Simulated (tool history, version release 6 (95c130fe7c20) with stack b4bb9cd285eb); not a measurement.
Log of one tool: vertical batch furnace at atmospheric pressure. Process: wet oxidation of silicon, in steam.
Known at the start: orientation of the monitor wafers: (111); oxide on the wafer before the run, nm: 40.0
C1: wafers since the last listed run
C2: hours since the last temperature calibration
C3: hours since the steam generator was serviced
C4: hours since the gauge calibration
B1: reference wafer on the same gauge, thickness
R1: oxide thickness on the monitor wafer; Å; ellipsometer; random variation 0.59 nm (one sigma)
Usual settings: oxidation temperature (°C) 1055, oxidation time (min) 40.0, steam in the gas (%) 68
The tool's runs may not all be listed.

run 1 hour=0.0 | oxidation_temperature_(°C)=1067 oxidation_time_(min)=40.0 steam_in_the_gas_(%)=68 | C1=0 C2=4238.3 C3=2801.3 C4=49.8 | B1=439.01 | R1=3986.3
run 2 hour=13.8 | oxidation_temperature_(°C)=1067 oxidation_time_(min)=40.0 steam_in_the_gas_(%)=68 | C1=220 C2=4252.1 C3=2815.1 C4=63.6 | B1=438.96 | R1=3980.7
run 3 hour=29.1 | oxidation_temperature_(°C)=1067 oxidation_time_(min)=40.0 steam_in_the_gas_(%)=68 | C1=244 C2=4267.4 C3=2830.4 C4=78.9 | B1=439.20 | R1=3984.5
run 4 hour=36.1 | oxidation_temperature_(°C)=1068 oxidation_time_(min)=32.0 steam_in_the_gas_(%)=68 | C1=111 C2=4274.4 C3=2837.4 C4=85.9 | B1=438.92 | R1=3525.7
run 5 hour=48.4 | oxidation_temperature_(°C)=1055 oxidation_time_(min)=40.0 steam_in_the_gas_(%)=59 | C1=196 C2=4286.7 C3=2849.7 C4=98.2 | B1=438.93 | R1=3490.6
run 6 hour=59.7 | oxidation_temperature_(°C)=1055 oxidation_time_(min)=55.5 steam_in_the_gas_(%)=68 | C1=180 C2=4298.0 C3=2861.0 C4=109.5 | B1=438.93 | R1=4534.3
run 7 hour=72.1 | oxidation_temperature_(°C)=1055 oxidation_time_(min)=55.5 steam_in_the_gas_(%)=68 | C1=198 C2=4310.4 C3=2873.4 C4=121.9 | B1=438.91 | R1=4539.8
run 8 hour=78.4 | oxidation_temperature_(°C)=1038 oxidation_time_(min)=40.0 steam_in_the_gas_(%)=68 | C1=100 C2=4316.7 C3=2879.7 C4=128.2 | B1=438.66 | R1=3490.9
run 9 hour=91.0 | oxidation_temperature_(°C)=1038 oxidation_time_(min)=40.0 steam_in_the_gas_(%)=68 | C1=201 C2=4329.3 C3=2892.3 C4=140.8 | B1=438.71 | R1=3482.1
run 10 hour=98.6 | oxidation_temperature_(°C)=1055 oxidation_time_(min)=24.0 steam_in_the_gas_(%)=68 | C1=121 C2=4336.9 C3=2899.9 C4=148.4 | B1=439.14 | R1=2826.6
run 11 hour=106.9 | oxidation_temperature_(°C)=1055 oxidation_time_(min)=24.0 steam_in_the_gas_(%)=68 | C1=132 C2=4345.2 C3=2908.2 C4=156.7 | B1=439.05 | R1=2819.7
run 12 hour=124.2 | oxidation_temperature_(°C)=1055 oxidation_time_(min)=24.0 steam_in_the_gas_(%)=68 | C1=276 C2=4362.5 C3=2925.5 C4=174.0 | B1=438.98 | R1=2822.2
run 13 hour=138.7 | oxidation_temperature_(°C)=1055 oxidation_time_(min)=40.0 steam_in_the_gas_(%)=68 | C1=231 C2=4377.0 C3=2940.0 C4=188.5 | B1=439.24 | R1=3769.8
run 14 hour=152.0 | oxidation_temperature_(°C)=1055 oxidation_time_(min)=40.0 steam_in_the_gas_(%)=68 | C1=212 C2=4390.3 C3=2953.3 C4=201.8 | B1=439.05 | R1=3780.3
run 15 hour=169.0 | oxidation_temperature_(°C)=1055 oxidation_time_(min)=40.0 steam_in_the_gas_(%)=68 | C1=271 C2=4407.3 C3=2970.3 C4=218.8 | B1=439.05 | R1=3771.9
-- hour=207.4 thermocouples replaced and temperature profile calibrated
run 16 hour=207.9 | oxidation_temperature_(°C)=1055 oxidation_time_(min)=40.0 steam_in_the_gas_(%)=68 | C1=238 C2=0.5 C3=3009.2 C4=257.7 | B1=438.90 | R1=3762.9
run 17 hour=222.2 | oxidation_temperature_(°C)=1072 oxidation_time_(min)=40.0 steam_in_the_gas_(%)=68 | C1=228 C2=14.8 C3=3023.5 C4=272.0 | B1=439.07 | R1=4052.9
run 18 hour=235.3 | oxidation_temperature_(°C)=1068 oxidation_time_(min)=52.5 steam_in_the_gas_(%)=68 | C1=209 C2=27.9 C3=3036.6 C4=285.1 | B1=439.05 | R1=4637.5
run 19 hour=248.9 | oxidation_temperature_(°C)=1078 oxidation_time_(min)=40.0 steam_in_the_gas_(%)=61 | C1=217 C2=41.5 C3=3050.2 C4=298.7 | B1=439.31 | R1=3903.6
run 20 hour=255.0 | oxidation_temperature_(°C)=1043 oxidation_time_(min)=34.0 steam_in_the_gas_(%)=79 | C1=97 C2=47.6 C3=3056.3 C4=304.8 | B1=439.20 | R1=3531.9
-- hour=260.5 gauge calibrated
run 21 hour=272.3 | oxidation_temperature_(°C)=1068 oxidation_time_(min)=52.5 steam_in_the_gas_(%)=68 | C1=276 C2=64.9 C3=3073.6 C4=11.8 | B1=438.75 | R1=4636.3
run 22 hour=282.8 | oxidation_temperature_(°C)=1055 oxidation_time_(min)=24.0 steam_in_the_gas_(%)=68 | C1=167 C2=75.4 C3=3084.1 C4=22.3 | B1=438.84 | R1=2816.3
run 23 hour=297.2 | oxidation_temperature_(°C)=1055 oxidation_time_(min)=40.0 steam_in_the_gas_(%)=68 | C1=230 C2=89.8 C3=3098.5 C4=36.7 | B1=438.94 | R1=3756.3
-- hour=351.4 steam generator serviced
run 24 hour=351.9 | oxidation_temperature_(°C)=1067 oxidation_time_(min)=40.0 steam_in_the_gas_(%)=68 | C1=490 C2=144.5 C3=0.5 C4=91.4 | B1=438.95 | R1=4130.2
run 25 hour=356.1 | oxidation_temperature_(°C)=1039 oxidation_time_(min)=28.5 steam_in_the_gas_(%)=75 | C1=67 C2=148.7 C3=4.7 C4=95.6 | B1=438.76 | R1=3166.7
run 26 hour=360.2 | oxidation_temperature_(°C)=1065 oxidation_time_(min)=40.0 steam_in_the_gas_(%)=77 | C1=65 C2=152.8 C3=8.8 C4=99.7 | B1=439.03 | R1=4381.7
run 27 hour=364.3 | oxidation_temperature_(°C)=1071 oxidation_time_(min)=40.0 steam_in_the_gas_(%)=78 | C1=65 C2=156.9 C3=12.9 C4=103.8 | B1=439.12 | R1=4520.7
run 28 hour=371.2 | oxidation_temperature_(°C)=1065 oxidation_time_(min)=40.0 steam_in_the_gas_(%)=63 | C1=110 C2=163.8 C3=19.8 C4=110.7 | B1=438.82 | R1=3921.6
run 29 hour=388.1 | oxidation_temperature_(°C)=1042 oxidation_time_(min)=40.0 steam_in_the_gas_(%)=68 | C1=270 C2=180.7 C3=36.7 C4=127.6 | B1=439.20 | R1=3685.7
run 30 hour=397.2 | oxidation_temperature_(°C)=1055 oxidation_time_(min)=40.0 steam_in_the_gas_(%)=73 | C1=145 C2=189.8 C3=45.8 C4=136.7 | B1=438.90 | R1=4076.9
run 31 hour=409.8 | oxidation_temperature_(°C)=1041 oxidation_time_(min)=30.5 steam_in_the_gas_(%)=74 | C1=201 C2=202.4 C3=58.4 C4=149.3 | B1=438.60 | R1=3305.6
run 32 hour=427.6 | oxidation_temperature_(°C)=1076 oxidation_time_(min)=30.5 steam_in_the_gas_(%)=74 | C1=284 C2=220.2 C3=76.2 C4=167.1 | B1=438.97 | R1=3854.5
run 33 hour=439.8 | oxidation_temperature_(°C)=1073 oxidation_time_(min)=28.5 steam_in_the_gas_(%)=68 | C1=195 C2=232.4 C3=88.4 C4=179.3 | B1=439.05 | R1=3499.9

Forecast each of these 4 alternatives for the next run:
run A hour=444.0 | oxidation_temperature_(°C)=1055 oxidation_time_(min)=40.0 steam_in_the_gas_(%)=68 | C1=67 C2=236.6 C3=92.6 C4=183.5 | B1=? | R1=?
run B hour=444.0 | oxidation_temperature_(°C)=1055 oxidation_time_(min)=59.5 steam_in_the_gas_(%)=63 | C1=67 C2=236.6 C3=92.6 C4=183.5 | B1=? | R1=?
run C hour=444.0 | oxidation_temperature_(°C)=1046 oxidation_time_(min)=51.5 steam_in_the_gas_(%)=78 | C1=67 C2=236.6 C3=92.6 C4=183.5 | B1=? | R1=?
run D hour=444.0 | oxidation_temperature_(°C)=1031 oxidation_time_(min)=23.5 steam_in_the_gas_(%)=63 | C1=67 C2=236.6 C3=92.6 C4=183.5 | B1=? | R1=?

run=A B1=438.89 R1=3925.5
run=B B1=438.89 R1=4700.2
run=C B1=438.89 R1=4702.7
run=D B1=438.89 R1=2453.2
Without the tool's hidden state the same runs would have given:
run=A R1=3947.5
run=B R1=4726.2
run=C R1=4729.0
run=D R1=2467.6

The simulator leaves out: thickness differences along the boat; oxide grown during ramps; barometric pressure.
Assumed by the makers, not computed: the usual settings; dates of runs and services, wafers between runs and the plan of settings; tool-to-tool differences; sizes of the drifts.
